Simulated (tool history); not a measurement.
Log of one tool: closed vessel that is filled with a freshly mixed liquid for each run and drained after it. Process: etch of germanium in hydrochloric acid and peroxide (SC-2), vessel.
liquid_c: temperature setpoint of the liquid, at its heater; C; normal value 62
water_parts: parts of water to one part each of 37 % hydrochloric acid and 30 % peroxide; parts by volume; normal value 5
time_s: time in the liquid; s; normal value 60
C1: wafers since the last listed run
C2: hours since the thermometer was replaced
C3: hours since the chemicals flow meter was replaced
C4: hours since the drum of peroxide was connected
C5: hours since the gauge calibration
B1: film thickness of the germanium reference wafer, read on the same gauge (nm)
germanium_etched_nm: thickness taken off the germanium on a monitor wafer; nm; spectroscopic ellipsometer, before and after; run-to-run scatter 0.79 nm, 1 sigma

{"run": 1, "day": 0.0, "liquid_c": 62, "water_parts": 5, "time_s": 60, "C1": 0, "C2": 795.4, "C3": 247, "C4": 484.2, "C5": 553.7, "B1": 130, "germanium_etched_nm": 153.42}
{"run": 2, "day": 3.6, "liquid_c": 62, "water_parts": 5, "time_s": 85, "C1": 8644, "C2": 881.8, "C3": 333.4, "C4": 570.6, "C5": 640.1, "B1": 129.99, "germanium_etched_nm": 217.48}
{"run": 3, "day": 6.638, "liquid_c": 67, "water_parts": 5, "time_s": 60, "C1": 7293, "C2": 954.7, "C3": 406.3, "C4": 643.5, "C5": 713, "B1": 130.02, "germanium_etched_nm": 177.81}
{"run": 4, "day": 10.933, "liquid_c": 67, "water_parts": 5, "time_s": 60, "C1": 10315, "C2": 1057.8, "C3": 509.4, "C4": 746.6, "C5": 816.1, "B1": 130.01, "germanium_etched_nm": 176.28}
{"run": 5, "day": 14.317, "liquid_c": 62, "water_parts": 5, "time_s": 45, "C1": 8124, "C2": 1139, "C3": 590.6, "C4": 827.8, "C5": 897.3, "B1": 130, "germanium_etched_nm": 114.1}
{"run": 6, "day": 17.383, "liquid_c": 62, "water_parts": 5, "time_s": 45, "C1": 7363, "C2": 1212.6, "C3": 664.2, "C4": 901.4, "C5": 970.9, "B1": 130, "germanium_etched_nm": 113.55}
{"run": 7, "day": 21.717, "liquid_c": 56, "water_parts": 4, "time_s": 60, "C1": 10405, "C2": 1316.6, "C3": 768.2, "C4": 1005.4, "C5": 1074.9, "B1": 129.98, "germanium_etched_nm": 127.56}
{"run": 8, "day": 27.283, "liquid_c": 56, "water_parts": 4, "time_s": 60, "C1": 13367, "C2": 1450.2, "C3": 901.8, "C4": 1139, "C5": 1208.5, "B1": 130, "germanium_etched_nm": 125.42}
{"run": 9, "day": 28.817, "liquid_c": 64.5, "water_parts": 5, "time_s": 80, "C1": 3681, "C2": 1487, "C3": 938.6, "C4": 1175.8, "C5": 1245.3, "B1": 129.99, "germanium_etched_nm": 220.1}
{"day": 32.933, "done": "new drum of peroxide connected"}
{"run": 10, "day": 33.021, "liquid_c": 62, "water_parts": 5, "time_s": 60, "C1": 9995, "C2": 1587.9, "C3": 1039.5, "C4": 2.1, "C5": 1346.2, "B1": 129.98, "germanium_etched_nm": 151.18}
{"run": 11, "day": 36.354, "liquid_c": 62, "water_parts": 5, "time_s": 60, "C1": 8004, "C2": 1667.9, "C3": 1119.5, "C4": 82.1, "C5": 1426.2, "B1": 129.99, "germanium_etched_nm": 151.29}
{"run": 12, "day": 38.908, "liquid_c": 62, "water_parts": 5, "time_s": 60, "C1": 6133, "C2": 1729.2, "C3": 1180.8, "C4": 143.4, "C5": 1487.5, "B1": 130, "germanium_etched_nm": 151.22}
{"run": 13, "day": 43.088, "liquid_c": 67.5, "water_parts": 5, "time_s": 60, "C1": 10035, "C2": 1829.5, "C3": 1281.1, "C4": 243.7, "C5": 1587.8, "B1": 129.99, "germanium_etched_nm": 178.78}
{"run": 14, "day": 45.212, "liquid_c": 67.5, "water_parts": 5, "time_s": 60, "C1": 5102, "C2": 1880.5, "C3": 1332.1, "C4": 294.7, "C5": 1638.8, "B1": 129.99, "germanium_etched_nm": 178.3}
{"run": 15, "day": 47.562, "liquid_c": 62, "water_parts": 5, "time_s": 60, "C1": 5643, "C2": 1936.9, "C3": 1388.5, "C4": 351.1, "C5": 1695.2, "B1": 130, "germanium_etched_nm": 150.9}
{"run": 16, "day": 50.062, "liquid_c": 58.5, "water_parts": 5, "time_s": 95, "C1": 6003, "C2": 1996.9, "C3": 1448.5, "C4": 411.1, "C5": 1755.2, "B1": 130.01, "germanium_etched_nm": 215.64}
{"day": 50.412, "done": "gauge calibrated"}
{"day": 50.8, "done": "chemicals flow meter replaced"}
{"run": 17, "day": 54.212, "liquid_c": 69.5, "water_parts": 6.5, "time_s": 60, "C1": 9865, "C2": 2096.5, "C3": 81.9, "C4": 510.7, "C5": 91.2, "B1": 129.99, "germanium_etched_nm": 186.24}
{"run": 18, "day": 57.588, "liquid_c": 62, "water_parts": 5, "time_s": 60, "C1": 8104, "C2": 2177.5, "C3": 162.9, "C4": 591.7, "C5": 172.2, "B1": 130.01, "germanium_etched_nm": 151.31}
{"run": 19, "day": 60.454, "liquid_c": 62, "water_parts": 5, "time_s": 60, "C1": 6883, "C2": 2246.3, "C3": 231.7, "C4": 660.5, "C5": 241, "B1": 129.97, "germanium_etched_nm": 150.02}
{"run": 20, "day": 64.071, "liquid_c": 67, "water_parts": 4, "time_s": 50, "C1": 8684, "C2": 2333.1, "C3": 318.5, "C4": 747.3, "C5": 327.8, "B1": 129.99, "germanium_etched_nm": 145.57}
{"run": 21, "day": 68.521, "liquid_c": 70.5, "water_parts": 5, "time_s": 30, "C1": 10685, "C2": 2439.9, "C3": 425.3, "C4": 854.1, "C5": 434.6, "B1": 130.01, "germanium_etched_nm": 95.93}
{"day": 70.358, "done": "thermometer replaced"}
{"run": 22, "day": 71.675, "liquid_c": 62, "water_parts": 5, "time_s": 60, "C1": 7474, "C2": 31.6, "C3": 501, "C4": 929.8, "C5": 510.3, "B1": 130.01, "germanium_etched_nm": 154.51}
{"run": 23, "day": 82.967, "liquid_c": 62, "water_parts": 7, "time_s": 40, "C1": 27114, "C2": 302.6, "C3": 772, "C4": 1200.8, "C5": 781.3, "B1": 130.01, "germanium_etched_nm": 100.5}
{"run": 24, "day": 87.142, "liquid_c": 62, "water_parts": 5, "time_s": 30, "C1": 10025, "C2": 402.8, "C3": 872.2, "C4": 1301, "C5": 881.5, "B1": 130.01, "germanium_etched_nm": 77.33}
{"run": 25, "day": 89.296, "liquid_c": 58.5, "water_parts": 5, "time_s": 90, "C1": 5172, "C2": 454.5, "C3": 923.9, "C4": 1352.7, "C5": 933.2, "B1": 129.98, "germanium_etched_nm": 207.08}
{"run": 26, "day": 92.671, "liquid_c": 71, "water_parts": 6.5, "time_s": 80, "C1": 8104, "C2": 535.5, "C3": 1004.9, "C4": 1433.7, "C5": 1014.2, "B1": 129.98, "germanium_etched_nm": 259.88}
{"run": 27, "day": 94.488, "liquid_c": 71.5, "water_parts": 4, "time_s": 30, "C1": 4362, "C2": 579.1, "C3": 1048.5, "C4": 1477.3, "C5": 1057.8, "B1": 130.02, "germanium_etched_nm": 101.03}
{"run": 28, "day": 96.021, "liquid_c": 66.5, "water_parts": 5, "time_s": 60, "C1": 3681, "C2": 615.9, "C3": 1085.3, "C4": 1514.1, "C5": 1094.6, "B1": 130.02, "germanium_etched_nm": 173.04}
{"day": 98.833, "done": "new drum of peroxide connected"}
{"run": 29, "day": 99.046, "liquid_c": 62, "water_parts": 5, "time_s": 60, "C1": 7163, "C2": 688.5, "C3": 1157.9, "C4": 5.1, "C5": 1167.2, "B1": 130.01, "germanium_etched_nm": 152.62}
{"run": 30, "day": 101.404, "liquid_c": 66.5, "water_parts": 7.5, "time_s": 70, "C1": 5663, "C2": 745.1, "C3": 1214.5, "C4": 61.7, "C5": 1223.8, "B1": 130, "germanium_etched_nm": 196.61}
{"day": 105.392, "done": "chemicals flow meter replaced"}
{"run": 31, "day": 105.683, "liquid_c": 67, "water_parts": 5, "time_s": 85, "C1": 10175, "C2": 847.8, "C3": 7, "C4": 164.4, "C5": 1326.5, "B1": 129.99, "germanium_etched_nm": 247.36}

Take each entry between the runs: how does the hidden state at the last listed run before it differ from the hidden state at the first listed run after it?
Logged between run 9 and run 10: new drum of peroxide connected (day 32.933)
  liquid colder than its thermometer reads (K): 0.54 -> 0.575
  the result without the hidden state subtracted from the measured one, germanium_etched_nm: -3.51 -> -2.64 nm
Logged between run 16 and run 17: gauge calibrated (day 50.412); chemicals flow meter replaced (day 50.8)
  liquid colder than its thermometer reads (K): 0.717 -> 0.752
  the result without the hidden state subtracted from the measured one, germanium_etched_nm: -4.79 -> -3.98 nm
Logged between run 21 and run 22: thermometer replaced (day 70.358)
  liquid colder than its thermometer reads (K): 0.871 -> 0.167
  the result without the hidden state subtracted from the measured one, germanium_etched_nm: -2.39 -> -0.79 nm
Logged between run 28 and run 29: new drum of peroxide connected (day 98.833)
  liquid colder than its thermometer reads (K): 0.369 -> 0.395
  the result without the hidden state subtracted from the measured one, germanium_etched_nm: -1.86 -> -1.78 nm
Logged between run 30 and run 31: chemicals flow meter replaced (day 105.392)
  liquid colder than its thermometer reads (K): 0.414 -> 0.45
  the result without the hidden state subtracted from the measured one, germanium_etched_nm: -2.32 -> -3.23 nm

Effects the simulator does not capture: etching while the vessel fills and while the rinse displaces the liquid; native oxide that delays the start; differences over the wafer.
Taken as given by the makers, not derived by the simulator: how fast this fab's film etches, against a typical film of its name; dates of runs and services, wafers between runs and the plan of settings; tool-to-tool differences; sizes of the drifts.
